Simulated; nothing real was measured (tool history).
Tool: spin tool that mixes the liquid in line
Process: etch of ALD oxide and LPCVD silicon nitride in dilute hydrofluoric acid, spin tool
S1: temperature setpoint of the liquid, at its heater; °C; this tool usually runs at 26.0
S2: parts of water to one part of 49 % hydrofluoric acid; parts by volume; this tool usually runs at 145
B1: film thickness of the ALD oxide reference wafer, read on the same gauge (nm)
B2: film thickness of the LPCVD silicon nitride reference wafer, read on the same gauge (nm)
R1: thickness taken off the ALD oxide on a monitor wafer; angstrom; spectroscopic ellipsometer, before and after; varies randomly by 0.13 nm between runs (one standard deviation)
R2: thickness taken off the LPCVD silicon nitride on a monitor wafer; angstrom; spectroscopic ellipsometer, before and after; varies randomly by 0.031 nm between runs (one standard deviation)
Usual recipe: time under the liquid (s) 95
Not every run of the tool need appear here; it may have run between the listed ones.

{"run": 1, "hour": 0.0, "S1": 30.0, "S2": 145, "time under the liquid (s)": 95, "B1": 80.02, "B2": 150.009, "R1": 308.6, "R2": 5.57}
{"run": 2, "hour": 57.1, "S1": 26.0, "S2": 200, "time under the liquid (s)": 80, "B1": 80.01, "B2": 149.992, "R1": 154.5, "R2": 2.6}
{"run": 3, "hour": 115.0, "S1": 26.0, "S2": 145, "time under the liquid (s)": 95, "B1": 80.0, "B2": 149.987, "R1": 269.7, "R2": 5.03}
{"run": 4, "hour": 185.1, "S1": 26.0, "S2": 145, "time under the liquid (s)": 95, "B1": 79.99, "B2": 149.977, "R1": 272.6, "R2": 4.58}
{"hour": 230.8, "done": "hydrofluoric acid flow meter replaced"}
{"run": 5, "hour": 244.2, "S1": 26.0, "S2": 145, "time under the liquid (s)": 95, "B1": 79.99, "B2": 149.986, "R1": 271.9, "R2": 4.28}
{"run": 6, "hour": 291.3, "S1": 26.0, "S2": 170, "time under the liquid (s)": 95, "B1": 79.99, "B2": 149.998, "R1": 224.5, "R2": 3.05}
{"run": 7, "hour": 331.8, "S1": 26.0, "S2": 170, "time under the liquid (s)": 95, "B1": 80.04, "B2": 149.983, "R1": 225.2, "R2": 3.68}
{"run": 8, "hour": 375.0, "S1": 21.5, "S2": 100, "time under the liquid (s)": 125, "B1": 79.95, "B2": 150.022, "R1": 471.2, "R2": 5.82}
{"run": 9, "hour": 414.3, "S1": 22.5, "S2": 205, "time under the liquid (s)": 95, "B1": 80.03, "B2": 149.985, "R1": 159.6, "R2": 2.56}
{"hour": 441.7, "done": "thermometer replaced"}
{"hour": 461.6, "done": "gauge calibrated"}
{"run": 10, "hour": 473.8, "S1": 24.5, "S2": 200, "time under the liquid (s)": 95, "B1": 80.01, "B2": 149.997, "R1": 158.8, "R2": 2.58}
{"run": 11, "hour": 542.0, "S1": 23.5, "S2": 145, "time under the liquid (s)": 95, "B1": 80.01, "B2": 150.005, "R1": 224.8, "R2": 2.89}
{"run": 12, "hour": 608.8, "S1": 28.5, "S2": 75, "time under the liquid (s)": 135, "B1": 80.03, "B2": 150.007, "R1": 829.3, "R2": 11.13}
{"run": 13, "hour": 641.7, "S1": 26.0, "S2": 90, "time under the liquid (s)": 120, "B1": 80.01, "B2": 150.036, "R1": 538.9, "R2": 6.19}
{"run": 14, "hour": 670.3, "S1": 26.0, "S2": 145, "time under the liquid (s)": 95, "B1": 79.99, "B2": 150.009, "R1": 246.4, "R2": 3.55}

Give the tool's hidden conditions for every run:
hydrofluoric acid flow below the setpoint (%): 0 at every run
gauge reads high (%): 0 at every run
H1: liquid hotter than its thermometer reads (K)
run=1 H1=2.51
run=2 H1=2.57
run=3 H1=2.64
run=4 H1=2.71
run=5 H1=2.77
run=6 H1=2.82
run=7 H1=2.86
run=8 H1=2.91
run=9 H1=2.95
run=10 H1=0.142
run=11 H1=0.214
run=12 H1=0.284
run=13 H1=0.319
run=14 H1=0.349
